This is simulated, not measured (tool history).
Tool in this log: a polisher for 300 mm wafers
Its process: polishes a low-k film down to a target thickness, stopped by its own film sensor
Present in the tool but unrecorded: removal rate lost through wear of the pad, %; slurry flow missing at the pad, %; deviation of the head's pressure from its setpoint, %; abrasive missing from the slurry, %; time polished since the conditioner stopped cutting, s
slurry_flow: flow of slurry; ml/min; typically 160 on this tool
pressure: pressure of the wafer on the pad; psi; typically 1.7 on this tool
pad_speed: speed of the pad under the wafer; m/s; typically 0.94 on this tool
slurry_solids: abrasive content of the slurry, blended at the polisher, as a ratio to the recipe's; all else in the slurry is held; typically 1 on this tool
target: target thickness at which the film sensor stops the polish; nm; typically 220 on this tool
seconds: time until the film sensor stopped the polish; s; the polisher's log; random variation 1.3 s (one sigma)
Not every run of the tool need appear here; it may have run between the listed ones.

run	day	slurry_flow	pressure	pad_speed	slurry_solids	target	wafers since the last listed run	wafers polished on this pad	hours since the slurry nozzle was cleaned	hours since the head pressure was calibrated	hours since the slurry blender was calibrated	hours since the conditioning disc was replaced	incoming thickness of the incoming film, nm	seconds
1	0	160	1.7	0.94	1	220	0	4935	678.8	224.8	241.4	48	248.4	98.8
# day 0.75: worn pad replaced by a new one
2	1.408	160	1.7	0.94	1	220	283	150	712.6	258.6	275.2	81.8	248.9	97.7
3	3.279	160	2.2	0.94	1	220	427	578	757.5	303.5	320.1	126.7	251.3	83.2
# day 4.388: slurry nozzle cleaned
4	5.458	160	1.7	0.94	1	220	488	1067	25.7	355.8	372.4	179	248.7	99.3
5	7.825	185	2.3	1.24	1.25	220	541	1608	82.5	412.6	429.2	235.8	250.4	55.9
6	8.85	160	1.7	0.94	1	223	234	1842	107.1	437.2	453.8	260.4	254.3	107.5
# day 12.725: slurry blender recalibrated
7	13.892	135	1.9	0.94	1	224	1133	2976	228.1	558.2	28	381.4	255	84.3
8	15.025	105	1.7	0.94	1.1	220	259	3235	255.3	585.4	55.2	408.6	251.1	94.8
9	18.221	160	1.5	0.94	1.1	220	730	3966	332	662.1	131.9	485.3	249.1	101.8
# day 18.771: worn pad replaced by a new one
# day 19.546: conditioning disc replaced and pad reconditioned
10	20.158	110	1.7	1.04	0.8	220	385	297	378.5	708.6	178.4	14.7	246.7	94.4
11	22.592	210	1.7	0.94	1	220	556	854	436.9	767	236.8	73.1	247.4	88.3
12	24.179	160	1.7	0.94	1	220	362	1217	475	805.1	274.9	111.2	251.2	107.4
13	26.521	160	1.3	0.94	1	211	535	1752	531.2	861.3	331.1	167.4	247.1	159.7
14	28.008	115	1.7	0.94	1	220	340	2092	566.9	897	366.8	203.1	249.5	105.9
15	29.017	160	1.7	0.94	1.2	224	230	2323	591.1	921.2	391	227.3	249.5	81.4
16	31.371	160	1.7	0.94	1	220	538	2861	647.6	977.7	447.5	283.8	248.8	101.9
# day 32.596: slurry nozzle cleaned
17	33.254	160	2.2	0.94	1	220	421	3282	15.8	1022.9	492.7	329	248.9	76.8
18	34.279	160	1.7	0.94	1	220	234	3517	40.4	1047.5	517.3	353.6	244.5	87.1
# day 34.75: slurry blender recalibrated
19	35.288	160	1.7	0.94	1	220	211	3728	64.6	1071.7	12.9	377.8	254.1	103.9
20	36.871	160	1.7	0.94	1.15	212	362	4090	102.6	1109.7	50.9	415.8	250.1	112
# day 37.588: worn pad replaced by a new one
21	39.2	200	2.1	1.12	1.25	220	494	368	158.5	1165.6	106.8	471.7	254.3	68.8
# day 43.479: conditioning disc replaced and pad reconditioned
22	48.088	210	1.7	1.18	0.8	220	2013	2381	371.8	1378.9	320.1	110.6	252.2	98.9
23	49.554	190	1.7	0.94	1	220	335	2717	407	1414.1	355.3	145.8	245.6	91.5
24	51.042	125	1.7	0.94	1	220	340	3057	442.7	1449.8	391	181.5	244.9	90.4

Consider 5 possible next runs. They are alternatives, not a sequence: every one starts from the tool as it was left by run 24. What does each give?
A	51.058	160	2.3	0.94	1	220	3	3061	443.1	1450.2	391.4	181.9	250.5	?
B	51.058	160	1.4	0.74	0.7	214	3	3061	443.1	1450.2	391.4	181.9	250.5	?
C	51.058	160	1.7	0.94	1	217	3	3061	443.1	1450.2	391.4	181.9	250.5	?
D	51.058	160	1.7	0.74	0.75	220	3	3061	443.1	1450.2	391.4	181.9	250.5	?
E	51.058	160	1.7	0.94	1.3	220	3	3061	443.1	1450.2	391.4	181.9	250.5	?

run	seconds
A	80.4
B	225.7
C	119.5
D	150.3
E	97
What these runs would have given with no unlogged condition in the tool:
run	seconds
A	66.9
B	183
C	99.4
D	122.5
E	82.4
